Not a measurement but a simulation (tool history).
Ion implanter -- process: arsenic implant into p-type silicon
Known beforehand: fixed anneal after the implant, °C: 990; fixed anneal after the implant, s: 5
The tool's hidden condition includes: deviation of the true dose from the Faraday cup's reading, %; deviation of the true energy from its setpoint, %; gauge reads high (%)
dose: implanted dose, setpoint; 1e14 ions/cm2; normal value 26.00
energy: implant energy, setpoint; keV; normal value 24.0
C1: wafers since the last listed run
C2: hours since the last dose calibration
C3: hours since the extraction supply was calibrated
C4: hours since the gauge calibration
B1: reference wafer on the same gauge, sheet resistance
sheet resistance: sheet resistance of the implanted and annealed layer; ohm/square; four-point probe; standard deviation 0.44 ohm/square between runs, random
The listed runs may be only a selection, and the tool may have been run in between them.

{"run": 1, "hour": 0.0, "dose": 26.0, "energy": 24.0, "C1": 0, "C2": 406.8, "C3": 1911.2, "C4": 2212.5, "B1": 86.9, "sheet resistance": 100.09}
{"run": 2, "hour": 37.6, "dose": 26.0, "energy": 24.0, "C1": 1449, "C2": 444.4, "C3": 1948.8, "C4": 2250.1, "B1": 86.95, "sheet resistance": 99.65}
{"run": 3, "hour": 100.4, "dose": 26.0, "energy": 24.0, "C1": 2420, "C2": 507.2, "C3": 2011.6, "C4": 2312.9, "B1": 86.98, "sheet resistance": 100.54}
{"run": 4, "hour": 180.8, "dose": 26.0, "energy": 24.0, "C1": 3098, "C2": 587.6, "C3": 2092.0, "C4": 2393.3, "B1": 86.88, "sheet resistance": 99.5}
{"run": 5, "hour": 241.7, "dose": 26.0, "energy": 26.5, "C1": 2346, "C2": 648.5, "C3": 2152.9, "C4": 2454.2, "B1": 87.06, "sheet resistance": 94.5}
{"run": 6, "hour": 298.9, "dose": 29.55, "energy": 24.0, "C1": 2204, "C2": 705.7, "C3": 2210.1, "C4": 2511.4, "B1": 86.98, "sheet resistance": 98.45}
{"run": 7, "hour": 397.1, "dose": 29.55, "energy": 24.0, "C1": 3784, "C2": 803.9, "C3": 2308.3, "C4": 2609.6, "B1": 86.83, "sheet resistance": 98.45}
{"run": 8, "hour": 438.4, "dose": 29.55, "energy": 24.0, "C1": 1591, "C2": 845.2, "C3": 2349.6, "C4": 2650.9, "B1": 86.96, "sheet resistance": 99.15}
{"run": 9, "hour": 510.2, "dose": 26.0, "energy": 24.0, "C1": 2767, "C2": 917.0, "C3": 2421.4, "C4": 2722.7, "B1": 87.13, "sheet resistance": 99.05}
{"hour": 612.9, "done": "extraction supply calibrated"}
{"run": 10, "hour": 616.2, "dose": 26.0, "energy": 24.0, "C1": 3776, "C2": 1023.0, "C3": 3.3, "C4": 2828.7, "B1": 87.02, "sheet resistance": 102.08}
{"run": 11, "hour": 713.2, "dose": 26.0, "energy": 26.0, "C1": 3738, "C2": 1120.0, "C3": 100.3, "C4": 2925.7, "B1": 87.08, "sheet resistance": 97.49}
{"run": 12, "hour": 782.2, "dose": 26.0, "energy": 26.0, "C1": 2659, "C2": 1189.0, "C3": 169.3, "C4": 2994.7, "B1": 86.96, "sheet resistance": 97.19}
{"run": 13, "hour": 835.9, "dose": 26.0, "energy": 24.0, "C1": 2069, "C2": 1242.7, "C3": 223.0, "C4": 3048.4, "B1": 86.94, "sheet resistance": 101.25}
{"run": 14, "hour": 910.1, "dose": 26.0, "energy": 24.0, "C1": 2859, "C2": 1316.9, "C3": 297.2, "C4": 3122.6, "B1": 86.98, "sheet resistance": 101.87}
{"run": 15, "hour": 967.7, "dose": 26.0, "energy": 24.0, "C1": 2219, "C2": 1374.5, "C3": 354.8, "C4": 3180.2, "B1": 87.03, "sheet resistance": 101.78}
{"run": 16, "hour": 1070.2, "dose": 26.0, "energy": 24.0, "C1": 3950, "C2": 1477.0, "C3": 457.3, "C4": 3282.7, "B1": 86.99, "sheet resistance": 100.34}
{"hour": 1127.2, "done": "gauge calibrated"}
{"run": 17, "hour": 1130.7, "dose": 20.88, "energy": 32.0, "C1": 2331, "C2": 1537.5, "C3": 517.8, "C4": 3.5, "B1": 87.01, "sheet resistance": 89.2}
{"run": 18, "hour": 1183.9, "dose": 26.0, "energy": 24.0, "C1": 2050, "C2": 1590.7, "C3": 571.0, "C4": 56.7, "B1": 86.83, "sheet resistance": 100.97}
{"run": 19, "hour": 1226.2, "dose": 20.03, "energy": 32.0, "C1": 1630, "C2": 1633.0, "C3": 613.3, "C4": 99.0, "B1": 87.04, "sheet resistance": 89.98}
{"run": 20, "hour": 1306.3, "dose": 32.03, "energy": 28.0, "C1": 3086, "C2": 1713.1, "C3": 693.4, "C4": 179.1, "B1": 87.03, "sheet resistance": 89.83}
{"run": 21, "hour": 1536.2, "dose": 19.69, "energy": 21.0, "C1": 8859, "C2": 1943.0, "C3": 923.3, "C4": 409.0, "B1": 87.04, "sheet resistance": 111.23}
{"run": 22, "hour": 1600.5, "dose": 28.07, "energy": 16.5, "C1": 2478, "C2": 2007.3, "C3": 987.6, "C4": 473.3, "B1": 86.91, "sheet resistance": 120.11}
{"run": 23, "hour": 1657.2, "dose": 26.0, "energy": 24.0, "C1": 2185, "C2": 2064.0, "C3": 1044.3, "C4": 530.0, "B1": 86.94, "sheet resistance": 100.74}
{"hour": 1666.9, "done": "Faraday cup replaced and dose calibrated"}
{"run": 24, "hour": 1725.9, "dose": 26.0, "energy": 24.0, "C1": 2339, "C2": 59.0, "C3": 1113.0, "C4": 598.7, "B1": 87.01, "sheet resistance": 100.1}
{"run": 25, "hour": 1768.5, "dose": 26.0, "energy": 24.0, "C1": 1641, "C2": 101.6, "C3": 1155.6, "C4": 641.3, "B1": 87.01, "sheet resistance": 99.71}
{"run": 26, "hour": 1805.3, "dose": 18.38, "energy": 24.0, "C1": 1418, "C2": 138.4, "C3": 1192.4, "C4": 678.1, "B1": 86.95, "sheet resistance": 105.55}
{"run": 27, "hour": 1882.2, "dose": 31.13, "energy": 21.0, "C1": 2963, "C2": 215.3, "C3": 1269.3, "C4": 755.0, "B1": 87.0, "sheet resistance": 106.3}
{"run": 28, "hour": 1947.6, "dose": 28.13, "energy": 20.5, "C1": 2520, "C2": 280.7, "C3": 1334.7, "C4": 820.4, "B1": 87.1, "sheet resistance": 108.63}
{"run": 29, "hour": 2013.5, "dose": 21.3, "energy": 21.5, "C1": 2539, "C2": 346.6, "C3": 1400.6, "C4": 886.3, "B1": 87.06, "sheet resistance": 108.84}
{"run": 30, "hour": 2082.9, "dose": 26.0, "energy": 24.0, "C1": 2674, "C2": 416.0, "C3": 1470.0, "C4": 955.7, "B1": 86.95, "sheet resistance": 100.06}
{"run": 31, "hour": 2171.3, "dose": 32.4, "energy": 31.0, "C1": 3406, "C2": 504.4, "C3": 1558.4, "C4": 1044.1, "B1": 86.92, "sheet resistance": 84.67}
{"run": 32, "hour": 2217.9, "dose": 19.59, "energy": 29.0, "C1": 1795, "C2": 551.0, "C3": 1605.0, "C4": 1090.7, "B1": 86.96, "sheet resistance": 94.35}
{"run": 33, "hour": 2278.2, "dose": 31.72, "energy": 18.5, "C1": 2323, "C2": 611.3, "C3": 1665.3, "C4": 1151.0, "B1": 86.91, "sheet resistance": 111.87}
{"run": 34, "hour": 2363.4, "dose": 33.21, "energy": 20.5, "C1": 3283, "C2": 696.5, "C3": 1750.5, "C4": 1236.2, "B1": 86.96, "sheet resistance": 105.44}
{"run": 35, "hour": 2446.5, "dose": 18.76, "energy": 19.5, "C1": 3202, "C2": 779.6, "C3": 1833.6, "C4": 1319.3, "B1": 86.97, "sheet resistance": 116.52}

What does the tool deliver on the next run?
{"run": 36, "hour": 2545.7, "dose": 26.0, "energy": 24.0, "C1": 3823, "C2": 878.8, "C3": 1932.8, "C4": 1418.5, "B1": "?", "sheet resistance": "?"}

Run 36 yielded B1 87.09, sheet resistance 99.28 ohm/square.
Minus the tool's unlogged condition, the same run would have read sheet resistance 101.15 ohm/square.
